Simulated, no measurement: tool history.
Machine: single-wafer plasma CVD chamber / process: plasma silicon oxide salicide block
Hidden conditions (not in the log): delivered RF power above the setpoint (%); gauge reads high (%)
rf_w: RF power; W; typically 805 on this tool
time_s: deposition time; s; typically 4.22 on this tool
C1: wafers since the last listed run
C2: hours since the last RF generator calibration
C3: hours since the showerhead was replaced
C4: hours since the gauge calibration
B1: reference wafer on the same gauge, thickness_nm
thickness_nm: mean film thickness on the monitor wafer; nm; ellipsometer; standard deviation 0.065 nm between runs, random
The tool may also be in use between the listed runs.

Run 1, day 0.000: usual settings; C1 0; C2 1735.7; C3 3332.7; C4 68.6; B1 43.011. Result: thickness_nm 39.906 nm.
Run 2, day 0.721: usual settings but rf_w 855 W; C1 330; C2 1753.0; C3 3350.0; C4 85.9; B1 43.007. Result: thickness_nm 41.224 nm.
Run 3, day 1.371: usual settings but rf_w 855 W; C1 298; C2 1768.6; C3 3365.6; C4 101.5; B1 42.979. Result: thickness_nm 41.117 nm.
Run 4, day 2.096: usual settings but rf_w 765 W; C1 332; C2 1786.0; C3 3383.0; C4 118.9; B1 43.001. Result: thickness_nm 38.800 nm.
Run 5, day 3.521: usual settings but rf_w 765 W; C1 654; C2 1820.2; C3 3417.2; C4 153.1; B1 43.030. Result: thickness_nm 38.799 nm.
Run 6, day 3.971: usual settings but rf_w 765 W; C1 206; C2 1831.0; C3 3428.0; C4 163.9; B1 43.004. Result: thickness_nm 38.956 nm.
At day 4.533: RF generator calibrated.
Run 7, day 4.554: usual settings; C1 114; C2 0.5; C3 3442.0; C4 177.9; B1 42.996. Result: thickness_nm 41.778 nm.
Run 8, day 4.867: usual settings; C1 143; C2 8.0; C3 3449.5; C4 185.4; B1 43.007. Result: thickness_nm 41.716 nm.
Run 9, day 5.296: usual settings; C1 197; C2 18.3; C3 3459.8; C4 195.7; B1 42.998. Result: thickness_nm 41.716 nm.
Run 10, day 5.658: usual settings; C1 166; C2 27.0; C3 3468.5; C4 204.4; B1 42.997. Result: thickness_nm 41.722 nm.
At day 6.317: showerhead replaced, of another model than before.
Run 11, day 6.375: usual settings but rf_w 750 W; C1 175; C2 44.2; C3 1.4; C4 221.6; B1 43.005. Result: thickness_nm 38.790 nm.
At day 7.646: gauge calibrated.
Run 12, day 7.917: usual settings but rf_w 945 W, time_s 3.48 s; C1 707; C2 81.2; C3 38.4; C4 6.5; B1 42.999. Result: thickness_nm 38.724 nm.
Run 13, day 8.329: usual settings but rf_w 765 W; C1 189; C2 91.1; C3 48.3; C4 16.4; B1 42.989. Result: thickness_nm 39.368 nm.
Run 14, day 9.004: usual settings but rf_w 760 W, time_s 3.73 s; C1 309; C2 107.3; C3 64.5; C4 32.6; B1 43.007. Result: thickness_nm 34.561 nm.

Run 15 comes next. What will it give?
Run 15, day 9.571: usual settings but rf_w 930 W, time_s 3.46 s; C1 260; C2 120.9; C3 78.1; C4 46.2; B1 ?. Result: thickness_nm ?.

{"run 15": {"B1": 43.018, "thickness_nm": 37.802}}
Were there no unlogged condition in the tool, this run, its random variation unchanged, would have produced thickness_nm 38.310 nm.
